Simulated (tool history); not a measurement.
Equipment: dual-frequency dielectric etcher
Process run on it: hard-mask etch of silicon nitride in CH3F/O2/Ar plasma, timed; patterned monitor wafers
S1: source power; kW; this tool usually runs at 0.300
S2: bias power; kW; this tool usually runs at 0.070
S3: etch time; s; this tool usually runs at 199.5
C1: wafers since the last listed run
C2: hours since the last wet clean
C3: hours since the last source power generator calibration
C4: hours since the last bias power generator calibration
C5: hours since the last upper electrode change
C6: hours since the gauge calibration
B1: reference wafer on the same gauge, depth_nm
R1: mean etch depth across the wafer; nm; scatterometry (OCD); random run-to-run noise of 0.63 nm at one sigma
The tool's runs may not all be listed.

run     day     S1     S2     S3   C1     C2      C3      C4      C5      C6     B1     R1
  1   0.000  0.300  0.070  199.5    0    0.5  2127.3  2601.0  3124.0  1469.6  129.0  124.4
  2   3.533  0.300  0.070  199.5  677   85.3  2212.1  2685.8  3208.8  1554.4  129.0  125.5
  3   6.267  0.300  0.070  199.5  524  150.9  2277.7  2751.4  3274.4  1620.0  128.9  124.9
  4   8.062  0.300  0.070  236.0  344  194.0  2320.8  2794.5  3317.5  1663.1  129.0  148.7
  5  11.892  0.300  0.070  236.0  734  285.9  2412.7  2886.4  3409.4  1755.0  128.8  147.7
  6  16.117  0.320  0.079  199.5  810  387.3  2514.1  2987.8  3510.8  1856.4  129.1  135.1
  7  18.796  0.320  0.079  199.5  513  451.6  2578.4  3052.1  3575.1  1920.7  129.0  134.1
     21.296  -- wet clean of the chamber
  8  21.317  0.320  0.079  199.5  291    0.5  2638.9  3112.6  3635.6  1981.2  128.9  134.9
  9  22.871  0.300  0.070  199.5  298   37.8  2676.2  3149.9  3672.9  2018.5  129.2  125.0
 10  26.996  0.300  0.070  199.5  791  136.8  2775.2  3248.9  3771.9  2117.5  128.9  124.0
 11  28.588  0.300  0.070  199.5  305  175.0  2813.4  3287.1  3810.1  2155.7  129.1  125.9
 12  31.429  0.300  0.070  199.5  545  243.2  2881.6  3355.3  3878.3  2223.9  129.1  124.7
 13  35.079  0.300  0.070  199.5  700  330.8  2969.2  3442.9  3965.9  2311.5  129.4  124.3
 14  38.729  0.270  0.057  156.0  700  418.4  3056.8  3530.5  4053.5  2399.1  129.0   86.3
     39.804  -- wet clean of the chamber
     42.171  -- source power generator calibrated
 15  42.683  0.300  0.087  164.0  534   69.1    12.3  3625.4  4148.4  2494.0  129.1  112.9
 16  46.275  0.300  0.070  199.5  688  155.3    98.5  3711.6  4234.6  2580.2  129.0  123.9
 17  48.358  0.370  0.064  241.5  399  205.3   148.5  3761.6  4284.6  2630.2  129.0  155.2

The next listed run, before its measurement:
     49.425  -- gauge calibrated
 18  51.029  0.260  0.070  234.5  512  269.4  212.6  3825.7  4348.7  38.5   ?   ?

B1: 128.9
R1: 140.6 nm
Take away the tool's hidden state, keep the run-to-run variation as it was, and the same run would have given R1 140.6 nm.
